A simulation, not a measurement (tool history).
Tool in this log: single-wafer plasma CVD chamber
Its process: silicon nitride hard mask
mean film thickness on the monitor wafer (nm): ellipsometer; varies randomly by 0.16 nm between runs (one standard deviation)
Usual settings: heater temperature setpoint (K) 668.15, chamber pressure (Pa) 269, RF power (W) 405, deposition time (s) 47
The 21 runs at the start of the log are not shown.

run	hour	heater temperature setpoint (K)	chamber pressure (Pa)	RF power (W)	deposition time (s)	wafers since the last listed run	hours since the last thermocouple change	hours since the last RF generator calibration	hours since the last manometer calibration	hours since the showerhead was replaced	hours since the gauge calibration	read-back reference wafer on the same gauge, thickness_nm	mean film thickness on the monitor wafer (nm)
22	239.6	668.15	269	405	47	224	76.6	141.5	114.2	223.5	206.4	68.587	67.685
23	251.3	668.15	297	460	47	268	88.3	153.2	125.9	235.2	218.1	68.587	74.195
24	266.1	663.15	300	355	54.7	339	103.1	168	140.7	250	232.9	68.545	76.219
25	279.8	668.15	227	405	51.1	314	116.8	181.7	154.4	263.7	246.6	68.653	69.541
26	288.3	682.15	269	335	37.6	194	125.3	190.2	162.9	272.2	255.1	68.549	48.988
27	299.3	668.15	269	345	47	252	136.3	201.2	173.9	283.2	266.1	68.553	62.447
28	308.5	682.15	240	350	40	210	145.5	210.4	183.1	292.4	275.3	68.624	51.004
29	325.9	668.15	316	370	47	398	162.9	227.8	200.5	309.8	292.7	68.598	67.665
30	342.2	682.15	269	370	51	373	179.2	244.1	216.8	326.1	309	68.555	69.412

Each row is a separate what-if for the run after 30, all from the same tool condition, not one after another. Results?
A	342.6	668.15	269	375	47	9	179.6	244.5	217.2	326.5	309.4	?	?
B	342.6	662.15	292	405	39.9	9	179.6	244.5	217.2	326.5	309.4	?	?
C	342.6	676.15	269	405	47	9	179.6	244.5	217.2	326.5	309.4	?	?

run	read-back reference wafer on the same gauge, thickness_nm	mean film thickness on the monitor wafer (nm)
A	68.615	65.062
B	68.615	59.078
C	68.615	67.496
With no hidden state in the tool, these same runs would have given:
run	mean film thickness on the monitor wafer (nm)
A	65.938
B	59.854
C	68.405
